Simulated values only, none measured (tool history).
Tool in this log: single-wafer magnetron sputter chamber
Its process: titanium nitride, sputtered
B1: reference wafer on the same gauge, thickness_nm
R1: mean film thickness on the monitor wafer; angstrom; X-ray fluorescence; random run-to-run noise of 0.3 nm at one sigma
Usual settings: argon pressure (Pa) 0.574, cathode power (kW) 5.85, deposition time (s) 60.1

{"run": 1, "day": 0.0, "argon pressure (Pa)": 0.574, "cathode power (kW)": 5.15, "deposition time (s)": 60.1, "B1": 54.413, "R1": 559.64}
{"run": 2, "day": 4.008, "argon pressure (Pa)": 0.574, "cathode power (kW)": 5.15, "deposition time (s)": 60.1, "B1": 54.332, "R1": 565.44}
{"run": 3, "day": 5.025, "argon pressure (Pa)": 0.574, "cathode power (kW)": 5.15, "deposition time (s)": 60.1, "B1": 54.379, "R1": 564.56}
{"run": 4, "day": 6.325, "argon pressure (Pa)": 0.574, "cathode power (kW)": 5.85, "deposition time (s)": 60.1, "B1": 54.409, "R1": 637.45}
{"run": 5, "day": 7.162, "argon pressure (Pa)": 0.574, "cathode power (kW)": 5.85, "deposition time (s)": 60.1, "B1": 54.333, "R1": 637.12}
{"run": 6, "day": 8.588, "argon pressure (Pa)": 0.574, "cathode power (kW)": 5.85, "deposition time (s)": 60.1, "B1": 54.452, "R1": 635.16}
{"run": 7, "day": 9.129, "argon pressure (Pa)": 0.574, "cathode power (kW)": 5.85, "deposition time (s)": 60.1, "B1": 54.461, "R1": 635.75}
{"run": 8, "day": 10.45, "argon pressure (Pa)": 0.574, "cathode power (kW)": 5.85, "deposition time (s)": 60.1, "B1": 54.446, "R1": 641.06}
{"run": 9, "day": 12.188, "argon pressure (Pa)": 0.574, "cathode power (kW)": 5.85, "deposition time (s)": 60.1, "B1": 54.39, "R1": 642.38}
{"run": 10, "day": 13.362, "argon pressure (Pa)": 0.574, "cathode power (kW)": 5.85, "deposition time (s)": 66.2, "B1": 54.366, "R1": 704.85}
{"run": 11, "day": 13.783, "argon pressure (Pa)": 0.574, "cathode power (kW)": 5.85, "deposition time (s)": 66.2, "B1": 54.417, "R1": 704.67}
{"run": 12, "day": 14.504, "argon pressure (Pa)": 0.574, "cathode power (kW)": 5.85, "deposition time (s)": 66.2, "B1": 54.373, "R1": 706.97}
{"run": 13, "day": 15.383, "argon pressure (Pa)": 0.574, "cathode power (kW)": 5.85, "deposition time (s)": 66.2, "B1": 54.343, "R1": 704.83}
{"run": 14, "day": 15.983, "argon pressure (Pa)": 0.728, "cathode power (kW)": 5.85, "deposition time (s)": 60.1, "B1": 54.404, "R1": 605.24}
{"run": 15, "day": 17.042, "argon pressure (Pa)": 0.574, "cathode power (kW)": 6.4, "deposition time (s)": 60.1, "B1": 54.448, "R1": 698.93}
{"run": 16, "day": 17.6, "argon pressure (Pa)": 0.574, "cathode power (kW)": 5.85, "deposition time (s)": 60.1, "B1": 54.399, "R1": 644.23}
{"run": 17, "day": 18.05, "argon pressure (Pa)": 0.574, "cathode power (kW)": 5.85, "deposition time (s)": 60.1, "B1": 54.514, "R1": 637.38}
{"run": 18, "day": 18.975, "argon pressure (Pa)": 0.701, "cathode power (kW)": 6.25, "deposition time (s)": 50.6, "B1": 54.402, "R1": 553.94}
{"run": 19, "day": 19.962, "argon pressure (Pa)": 0.757, "cathode power (kW)": 6.85, "deposition time (s)": 54, "B1": 54.429, "R1": 637.45}
{"run": 20, "day": 21.412, "argon pressure (Pa)": 0.355, "cathode power (kW)": 5.85, "deposition time (s)": 70.8, "B1": 54.441, "R1": 798.62}
{"run": 21, "day": 22.362, "argon pressure (Pa)": 0.574, "cathode power (kW)": 6.3, "deposition time (s)": 69.6, "B1": 54.395, "R1": 795.24}
{"run": 22, "day": 23.742, "argon pressure (Pa)": 0.761, "cathode power (kW)": 5.85, "deposition time (s)": 69.8, "B1": 54.422, "R1": 698.37}
{"run": 23, "day": 24.308, "argon pressure (Pa)": 0.371, "cathode power (kW)": 5.85, "deposition time (s)": 60.1, "B1": 54.46, "R1": 684.42}
{"run": 24, "day": 24.983, "argon pressure (Pa)": 0.574, "cathode power (kW)": 5.85, "deposition time (s)": 60.1, "B1": 54.482, "R1": 635.76}
{"run": 25, "day": 26.196, "argon pressure (Pa)": 0.574, "cathode power (kW)": 5.85, "deposition time (s)": 60.1, "B1": 54.405, "R1": 632.07}

Taken out of this log: 5 entries between the listed runs. Where each belongs, and how the hidden state differs across it:
Logged between run 3 and run 4: sputter target and shields replaced (day 6.304)
  the hidden state is the same at both runs
Logged between run 7 and run 8: gauge calibrated (day 9.317)
  the hidden state is the same at both runs
Logged between run 9 and run 10: capacitance manometer re-zeroed and calibrated (day 13.342)
  the hidden state is the same at both runs
Logged between run 14 and run 15: magnet pack replaced (day 16.742)
  the hidden state is the same at both runs
Logged between run 15 and run 16: sputter target and shields replaced (day 17.579)
  the hidden state is the same at both runs

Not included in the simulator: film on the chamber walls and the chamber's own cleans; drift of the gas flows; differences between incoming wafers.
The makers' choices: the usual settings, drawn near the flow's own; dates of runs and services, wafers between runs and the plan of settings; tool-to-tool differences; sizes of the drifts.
